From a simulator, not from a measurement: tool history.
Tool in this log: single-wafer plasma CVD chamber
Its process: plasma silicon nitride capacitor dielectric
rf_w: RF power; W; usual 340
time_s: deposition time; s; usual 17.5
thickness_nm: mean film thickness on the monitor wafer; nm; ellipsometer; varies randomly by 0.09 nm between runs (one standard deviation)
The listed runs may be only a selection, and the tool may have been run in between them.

| run | day | rf_w | time_s | read-back reference wafer on the same gauge, thickness_nm | thickness_nm |
|---|---|---|---|---|---|
| 1 | 0 | 340 | 17.5 | 16.978 | 20.956 |
| 2 | 2.283 | 340 | 17.5 | 17.007 | 20.916 |
| 3 | 4.179 | 340 | 17.5 | 16.992 | 20.916 |
| 4 | 5.983 | 365 | 18.2 | 17.004 | 22.141 |
| 5 | 8.654 | 365 | 18.2 | 16.999 | 22.178 |
| 6 | 11.517 | 380 | 17.5 | 16.982 | 21.454 |
| 7 | 13.854 | 380 | 17.5 | 17.008 | 21.523 |
| 8 | 14.921 | 340 | 17.5 | 17 | 20.832 |
| 9 | 17.208 | 300 | 17.5 | 16.982 | 20.142 |
| 10 | 18.517 | 300 | 17.5 | 16.988 | 20.007 |
| 11 | 20.012 | 300 | 17.5 | 16.982 | 19.915 |
| 12 | 21.383 | 340 | 17.5 | 17.002 | 20.584 |
| 13 | 23.117 | 340 | 17.5 | 17.001 | 20.712 |
|  | 28.875 | RF generator calibrated |
| 14 | 28.896 | 340 | 17.5 | 17.029 | 21.353 |
| 15 | 36.004 | 365 | 19.1 | 17.008 | 23.635 |
|  | 38.675 | showerhead replaced, of another model than before |
| 16 | 38.871 | 340 | 17.5 | 16.996 | 21.21 |
| 17 | 41.321 | 305 | 17.5 | 17.023 | 20.725 |
| 18 | 42.917 | 410 | 19.2 | 17.012 | 24.313 |
| 19 | 44.362 | 365 | 20.8 | 16.996 | 25.565 |
| 20 | 47.242 | 400 | 19 | 17.018 | 23.909 |
|  | 49.408 | gauge calibrated |
| 21 | 50.225 | 300 | 20 | 16.993 | 23.531 |
| 22 | 53.208 | 340 | 17.5 | 17.012 | 21.014 |
| 23 | 55.921 | 340 | 17.5 | 17.011 | 20.991 |
| 24 | 58.521 | 310 | 17.5 | 17.007 | 20.579 |
| 25 | 61.467 | 400 | 19 | 16.99 | 23.799 |
| 26 | 63.283 | 320 | 20.3 | 17.019 | 23.796 |
| 27 | 65.654 | 295 | 19.2 | 16.997 | 22.258 |
| 28 | 66.958 | 340 | 17.5 | 16.997 | 20.954 |
| 29 | 69.096 | 305 | 14.2 | 17.007 | 16.503 |
| 30 | 71.925 | 340 | 16.6 | 17.007 | 19.856 |
| 31 | 73.096 | 385 | 19.8 | 16.979 | 24.173 |
| 32 | 75.696 | 275 | 18.7 | 16.99 | 21.296 |

Branching from run 32: 4 alternative next runs. What would each branch give?
| A | 75.712 | 340 | 17.5 | ? | ? |
| B | 75.712 | 275 | 17.5 | ? | ? |
| C | 75.712 | 310 | 14.1 | ? | ? |
| D | 75.712 | 320 | 18.5 | ? | ? |

| run | read-back reference wafer on the same gauge, thickness_nm | thickness_nm |
|---|---|---|
| A | 17.026 | 20.817 |
| B | 17.026 | 19.821 |
| C | 17.026 | 16.414 |
| D | 17.026 | 21.695 |
With no hidden state in the tool, these same runs would have given:
| run | thickness_nm |
|---|---|
| A | 21.232 |
| B | 20.216 |
| C | 16.741 |
| D | 22.128 |
